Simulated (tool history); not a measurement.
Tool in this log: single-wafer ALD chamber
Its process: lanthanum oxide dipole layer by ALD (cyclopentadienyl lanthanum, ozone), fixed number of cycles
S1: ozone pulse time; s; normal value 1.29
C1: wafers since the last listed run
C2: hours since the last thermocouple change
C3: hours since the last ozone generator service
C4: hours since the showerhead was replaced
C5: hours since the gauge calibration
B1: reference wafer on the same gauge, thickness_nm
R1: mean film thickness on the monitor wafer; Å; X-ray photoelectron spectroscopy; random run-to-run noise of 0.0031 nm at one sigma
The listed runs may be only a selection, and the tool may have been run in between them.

Run 1, hour 0.0: usual settings; C1 0; C2 1970.6; C3 1316.7; C4 2320.7; C5 608.3; B1 0.477. Result: R1 5.30 Å.
Run 2, hour 23.4: usual settings; C1 347; C2 1994.0; C3 1340.1; C4 2344.1; C5 631.7; B1 0.479. Result: R1 5.42 Å.
Run 3, hour 55.6: usual settings but S1 1.48 s; C1 477; C2 2026.2; C3 1372.3; C4 2376.3; C5 663.9; B1 0.479. Result: R1 5.53 Å.
Run 4, hour 71.5: usual settings; C1 235; C2 2042.1; C3 1388.2; C4 2392.2; C5 679.8; B1 0.478. Result: R1 5.36 Å.
Run 5, hour 105.3: usual settings but S1 0.90 s; C1 501; C2 2075.9; C3 1422.0; C4 2426.0; C5 713.6; B1 0.478. Result: R1 4.81 Å.
Run 6, hour 140.4: usual settings but S1 0.90 s; C1 520; C2 2111.0; C3 1457.1; C4 2461.1; C5 748.7; B1 0.478. Result: R1 4.78 Å.
Run 7, hour 163.1: usual settings but S1 0.90 s; C1 336; C2 2133.7; C3 1479.8; C4 2483.8; C5 771.4; B1 0.478. Result: R1 4.75 Å.
Run 8, hour 182.7: usual settings but S1 1.55 s; C1 290; C2 2153.3; C3 1499.4; C4 2503.4; C5 791.0; B1 0.479. Result: R1 5.54 Å.
At hour 193.0: showerhead replaced.
Run 9, hour 202.6: usual settings but S1 0.98 s; C1 176; C2 2173.2; C3 1519.3; C4 9.6; C5 810.9; B1 0.478. Result: R1 4.89 Å.
At hour 203.2: gauge calibrated.
At hour 235.7: thermocouple changed; heater temperature recalibrated.
Run 10, hour 236.2: usual settings but S1 1.44 s; C1 379; C2 0.5; C3 1552.9; C4 43.2; C5 33.0; B1 0.477. Result: R1 5.42 Å.
Run 11, hour 246.9: usual settings; C1 158; C2 11.2; C3 1563.6; C4 53.9; C5 43.7; B1 0.478. Result: R1 5.28 Å.
Run 12, hour 282.7: usual settings; C1 531; C2 47.0; C3 1599.4; C4 89.7; C5 79.5; B1 0.478. Result: R1 5.22 Å.
Run 13, hour 295.8: usual settings; C1 194; C2 60.1; C3 1612.5; C4 102.8; C5 92.6; B1 0.478. Result: R1 5.21 Å.
At hour 326.9: ozone generator serviced.
Run 14, hour 328.8: usual settings but S1 1.09 s; C1 370; C2 93.1; C3 1.9; C4 135.8; C5 125.6; B1 0.477. Result: R1 4.59 Å.
Run 15, hour 341.7: usual settings; C1 191; C2 106.0; C3 14.8; C4 148.7; C5 138.5; B1 0.478. Result: R1 4.86 Å.
Run 16, hour 368.7: usual settings but S1 1.74 s; C1 400; C2 133.0; C3 41.8; C4 175.7; C5 165.5; B1 0.479. Result: R1 5.26 Å.
Run 17, hour 391.1: usual settings but S1 0.80 s; C1 332; C2 155.4; C3 64.2; C4 198.1; C5 187.9; B1 0.478. Result: R1 4.04 Å.
Run 18, hour 425.1: usual settings but S1 1.01 s; C1 504; C2 189.4; C3 98.2; C4 232.1; C5 221.9; B1 0.478. Result: R1 4.47 Å.
At hour 437.5: ozone generator serviced, repeated, since the last time left the tool worse.
Run 19, hour 452.1: usual settings but S1 1.46 s; C1 281; C2 216.4; C3 14.6; C4 259.1; C5 248.9; B1 0.478. Result: R1 5.74 Å.
Run 20, hour 469.2: usual settings but S1 1.04 s; C1 253; C2 233.5; C3 31.7; C4 276.2; C5 266.0; B1 0.478. Result: R1 5.38 Å.
Run 21, hour 481.7: usual settings; C1 185; C2 246.0; C3 44.2; C4 288.7; C5 278.5; B1 0.478. Result: R1 5.63 Å.
Run 22, hour 499.4: usual settings but S1 1.70 s; C1 262; C2 263.7; C3 61.9; C4 306.4; C5 296.2; B1 0.479. Result: R1 5.83 Å.
Run 23, hour 516.6: usual settings but S1 1.79 s; C1 255; C2 280.9; C3 79.1; C4 323.6; C5 313.4; B1 0.478. Result: R1 5.88 Å.
Run 24, hour 530.6: usual settings but S1 1.61 s; C1 207; C2 294.9; C3 93.1; C4 337.6; C5 327.4; B1 0.478. Result: R1 5.81 Å.
Run 25, hour 565.0: usual settings; C1 510; C2 329.3; C3 127.5; C4 372.0; C5 361.8; B1 0.478. Result: R1 5.63 Å.
Run 26, hour 594.5: usual settings but S1 1.66 s; C1 437; C2 358.8; C3 157.0; C4 401.5; C5 391.3; B1 0.478. Result: R1 5.83 Å.
Run 27, hour 617.9: usual settings but S1 1.71 s; C1 347; C2 382.2; C3 180.4; C4 424.9; C5 414.7; B1 0.479. Result: R1 5.83 Å.

Consider 4 possible next runs. They are alternatives, not a sequence: every one starts from the tool as it was left by run 27. What does each give?
Run A, hour 618.3: usual settings but S1 0.89 s; C1 5; C2 382.6; C3 180.8; C4 425.3; C5 415.1; B1 ?. Result: R1 ?.
Run B, hour 618.3: usual settings but S1 1.67 s; C1 5; C2 382.6; C3 180.8; C4 425.3; C5 415.1; B1 ?. Result: R1 ?.
Run C, hour 618.3: usual settings but S1 1.77 s; C1 5; C2 382.6; C3 180.8; C4 425.3; C5 415.1; B1 ?. Result: R1 ?.
Run D, hour 618.3: usual settings but S1 1.63 s; C1 5; C2 382.6; C3 180.8; C4 425.3; C5 415.1; B1 ?. Result: R1 ?.

run     B1    R1
  A  0.478  5.21
  B  0.478  5.88
  C  0.478  5.92
  D  0.478  5.86
Without the tool's unlogged condition, the same runs would have read:
run    R1
  A  5.23
  B  5.89
  C  5.93
  D  5.87
